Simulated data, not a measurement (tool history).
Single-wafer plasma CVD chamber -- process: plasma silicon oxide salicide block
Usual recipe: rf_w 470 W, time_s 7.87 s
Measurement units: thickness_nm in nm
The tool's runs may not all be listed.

run,hour,rf_w,time_s,wafers since the last listed run,hours since the last RF generator calibration,hours since the showerhead was replaced,hours since the gauge calibration,"read-back reference wafer on the same gauge, thickness_nm",thickness_nm
1,0.0,470,7.87,0,1671.0,2285.5,189.8,80.470,74.667
2,11.9,470,7.87,565,1682.9,2297.4,201.7,80.369,74.888
3,29.1,470,7.87,817,1700.1,2314.6,218.9,80.506,74.530
4,41.3,470,7.87,580,1712.3,2326.8,231.1,80.300,74.487
5,47.7,470,7.87,304,1718.7,2333.2,237.5,80.477,74.598
6,63.6,450,6.97,755,1734.6,2349.1,253.4,80.498,65.249
7,75.1,470,7.87,546,1746.1,2360.6,264.9,80.288,74.794
8,92.0,470,7.87,803,1763.0,2377.5,281.8,80.446,74.387
9,106.5,470,7.87,689,1777.5,2392.0,296.3,80.437,74.900
10,160.4,470,7.41,2562,1831.4,2445.9,350.2,80.393,70.463
11,168.4,470,7.41,380,1839.4,2453.9,358.2,80.355,69.634
12,185.0,470,7.41,789,1856.0,2470.5,374.8,80.471,70.384
13,191.5,470,9.09,309,1862.5,2477.0,381.3,80.427,86.103
14,203.1,470,9.09,551,1874.1,2488.6,392.9,80.446,85.868
15,213.1,470,7.87,475,1884.1,2498.6,402.9,80.404,74.502
# hour 214.3: gauge calibrated
16,221.1,470,7.87,380,1892.1,2506.6,6.8,80.573,74.729
# hour 235.5: showerhead replaced
17,236.0,410,6.88,328,1907.0,0.5,21.7,80.562,62.623
18,244.3,470,7.87,394,1915.3,8.8,30.0,80.410,74.688
# hour 256.7: RF generator calibrated
19,258.8,390,6.98,309,2.1,23.3,44.5,80.262,62.506
20,271.4,445,9.03,599,14.7,35.9,57.1,80.465,84.361
21,281.3,470,7.87,470,24.6,45.8,67.0,80.493,74.797
22,289.8,405,7.15,404,33.1,54.3,75.5,80.283,64.691
23,302.3,470,7.87,594,45.6,66.8,88.0,80.452,74.734
24,311.5,470,7.87,437,54.8,76.0,97.2,80.436,74.193
25,327.5,555,7.41,760,70.8,92.0,113.2,80.459,73.631
26,343.3,505,6.38,751,86.6,107.8,129.0,80.281,61.757
27,349.5,435,8.43,294,92.8,114.0,135.2,80.285,77.664
28,366.4,435,7.87,803,109.7,130.9,152.1,80.295,72.824
29,383.4,470,7.24,808,126.7,147.9,169.1,80.380,68.260
30,393.6,520,6.54,484,136.9,158.1,179.3,80.310,63.917
31,411.2,470,7.87,836,154.5,175.7,196.9,80.484,74.619
32,429.0,470,8.72,846,172.3,193.5,214.7,80.396,82.906
33,442.2,470,7.87,627,185.5,206.7,227.9,80.388,74.407

What if the next run were any one of these 4? Each begins from the tool's condition after run 33:
A,442.6,470,8.48,19,185.9,207.1,228.3,?,?
B,442.6,415,8.61,19,185.9,207.1,228.3,?,?
C,442.6,530,7.05,19,185.9,207.1,228.3,?,?
D,442.6,505,8.46,19,185.9,207.1,228.3,?,?

run,"read-back reference wafer on the same gauge, thickness_nm",thickness_nm
A,80.343,79.601
B,80.343,77.770
C,80.343,68.673
D,80.343,81.191
What these runs would have given with no unlogged condition in the tool:
run,thickness_nm
A,79.601
B,77.770
C,68.673
D,81.191

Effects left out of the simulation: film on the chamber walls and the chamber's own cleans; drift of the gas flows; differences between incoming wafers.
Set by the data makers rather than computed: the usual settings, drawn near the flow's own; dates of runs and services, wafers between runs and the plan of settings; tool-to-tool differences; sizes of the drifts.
